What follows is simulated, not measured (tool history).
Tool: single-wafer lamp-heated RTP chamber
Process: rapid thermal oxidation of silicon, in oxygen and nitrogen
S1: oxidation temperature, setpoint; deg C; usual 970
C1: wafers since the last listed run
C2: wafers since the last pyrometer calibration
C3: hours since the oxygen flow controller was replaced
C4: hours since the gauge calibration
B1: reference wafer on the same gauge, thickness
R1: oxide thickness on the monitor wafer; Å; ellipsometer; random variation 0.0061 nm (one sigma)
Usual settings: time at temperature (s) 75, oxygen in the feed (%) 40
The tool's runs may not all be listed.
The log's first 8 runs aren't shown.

Run 9, hour 84.3: usual settings but S1 986 deg C, time at temperature (s) 48; C1 58; C2 3033; C3 6666.1; C4 146.6; B1 4.600. Result: R1 38.78 Å.
Run 10, hour 91.9: usual settings but S1 986 deg C, time at temperature (s) 48; C1 47; C2 3080; C3 6673.7; C4 154.2; B1 4.601. Result: R1 38.91 Å.
Run 11, hour 98.0: usual settings; C1 37; C2 3118; C3 6679.8; C4 160.3; B1 4.601. Result: R1 41.65 Å.
Run 12, hour 112.6: usual settings; C1 90; C2 3208; C3 6694.4; C4 174.9; B1 4.599. Result: R1 41.64 Å.
Run 13, hour 121.7: usual settings; C1 56; C2 3265; C3 6703.5; C4 184.0; B1 4.600. Result: R1 41.69 Å.
Run 14, hour 138.0: usual settings; C1 101; C2 3366; C3 6719.8; C4 200.3; B1 4.600. Result: R1 41.66 Å.
Run 15, hour 145.8: usual settings; C1 48; C2 3414; C3 6727.6; C4 208.1; B1 4.600. Result: R1 41.69 Å.
Run 16, hour 163.4: usual settings; C1 109; C2 3524; C3 6745.2; C4 225.7; B1 4.599. Result: R1 41.77 Å.
Run 17, hour 172.9: usual settings; C1 58; C2 3582; C3 6754.7; C4 235.2; B1 4.600. Result: R1 41.78 Å.
Run 18, hour 186.3: usual settings but S1 983 deg C; C1 83; C2 3666; C3 6768.1; C4 248.6; B1 4.601. Result: R1 45.46 Å.
Run 19, hour 194.7: usual settings but S1 986 deg C, time at temperature (s) 48; C1 52; C2 3718; C3 6776.5; C4 257.0; B1 4.599. Result: R1 39.04 Å.
Run 20, hour 212.7: usual settings; C1 111; C2 3829; C3 6794.5; C4 275.0; B1 4.601. Result: R1 41.80 Å.
Run 21, hour 229.4: usual settings but S1 987 deg C, oxygen in the feed (%) 60; C1 103; C2 3933; C3 6811.2; C4 291.7; B1 4.600. Result: R1 53.47 Å.
Run 22, hour 242.9: usual settings but S1 956 deg C; C1 83; C2 4017; C3 6824.7; C4 305.2; B1 4.601. Result: R1 38.19 Å.
Run 23, hour 251.2: usual settings but time at temperature (s) 61, oxygen in the feed (%) 61; C1 51; C2 4068; C3 6833.0; C4 313.5; B1 4.600. Result: R1 43.80 Å.
Run 24, hour 265.3: usual settings; C1 87; C2 4156; C3 6847.1; C4 327.6; B1 4.600. Result: R1 41.89 Å.
Run 25, hour 273.2: usual settings but time at temperature (s) 65; C1 49; C2 4205; C3 6855.0; C4 335.5; B1 4.600. Result: R1 39.54 Å.
Run 26, hour 279.9: usual settings but S1 960 deg C, time at temperature (s) 54, oxygen in the feed (%) 17; C1 41; C2 4246; C3 6861.7; C4 342.2; B1 4.600. Result: R1 29.33 Å.
At hour 292.5: pyrometer window cleaned and pyrometer calibrated.
At hour 296.8: gauge calibrated.
At hour 298.4: oxygen flow controller replaced.
Run 27, hour 298.9: usual settings but S1 999 deg C, time at temperature (s) 55; C1 31; C2 3; C3 0.5; C4 2.1; B1 4.600. Result: R1 43.69 Å.
Run 28, hour 316.6: usual settings but time at temperature (s) 101, oxygen in the feed (%) 17; C1 109; C2 113; C3 18.2; C4 19.8; B1 4.599. Result: R1 36.16 Å.

The next listed run, before its measurement:
Run 29, hour 333.2: usual settings but S1 986 deg C, time at temperature (s) 48; C1 102; C2 215; C3 34.8; C4 36.4; B1 ?. Result: R1 ?.

B1: 4.599
R1: 38.14 Å
Without the tool's hidden state the same run would have given R1 38.07 Å.
